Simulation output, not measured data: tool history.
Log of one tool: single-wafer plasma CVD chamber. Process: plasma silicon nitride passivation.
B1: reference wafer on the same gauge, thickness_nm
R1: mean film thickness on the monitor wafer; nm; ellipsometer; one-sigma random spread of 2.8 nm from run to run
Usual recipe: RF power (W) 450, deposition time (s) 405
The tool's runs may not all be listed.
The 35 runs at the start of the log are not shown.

{"run": 36, "hour": 472.8, "RF power (W)": 450, "deposition time (s)": 405, "B1": 577.806, "R1": 576.861}
{"run": 37, "hour": 486.5, "RF power (W)": 485, "deposition time (s)": 437, "B1": 577.816, "R1": 645.843}
{"run": 38, "hour": 493.8, "RF power (W)": 405, "deposition time (s)": 458, "B1": 577.807, "R1": 624.339}
{"run": 39, "hour": 506.9, "RF power (W)": 450, "deposition time (s)": 384, "B1": 577.133, "R1": 547.143}
{"run": 40, "hour": 518.8, "RF power (W)": 450, "deposition time (s)": 330, "B1": 578.076, "R1": 472.103}
{"run": 41, "hour": 526.5, "RF power (W)": 450, "deposition time (s)": 405, "B1": 578.625, "R1": 579.46}
{"run": 42, "hour": 542.1, "RF power (W)": 515, "deposition time (s)": 405, "B1": 578.692, "R1": 611.168}
{"run": 43, "hour": 548.7, "RF power (W)": 500, "deposition time (s)": 405, "B1": 578.146, "R1": 607.483}

Each row is a separate what-if for the run after 43, all from the same tool condition, not one after another. Results?
{"run": "A", "hour": 549.2, "RF power (W)": 450, "deposition time (s)": 354, "B1": "?", "R1": "?"}
{"run": "B", "hour": 549.2, "RF power (W)": 395, "deposition time (s)": 361, "B1": "?", "R1": "?"}
{"run": "C", "hour": 549.2, "RF power (W)": 450, "deposition time (s)": 463, "B1": "?", "R1": "?"}
{"run": "D", "hour": 549.2, "RF power (W)": 450, "deposition time (s)": 429, "B1": "?", "R1": "?"}
{"run": "E", "hour": 549.2, "RF power (W)": 450, "deposition time (s)": 433, "B1": "?", "R1": "?"}

run=A B1=577.981 R1=503.83
run=B B1=577.981 R1=482.946
run=C B1=577.981 R1=658.964
run=D B1=577.981 R1=610.574
run=E B1=577.981 R1=616.267
Had the tool no hidden state, the same runs would have come out as:
run=A R1=510.318
run=B R1=489.165
run=C R1=667.449
run=D R1=618.436
run=E R1=624.202

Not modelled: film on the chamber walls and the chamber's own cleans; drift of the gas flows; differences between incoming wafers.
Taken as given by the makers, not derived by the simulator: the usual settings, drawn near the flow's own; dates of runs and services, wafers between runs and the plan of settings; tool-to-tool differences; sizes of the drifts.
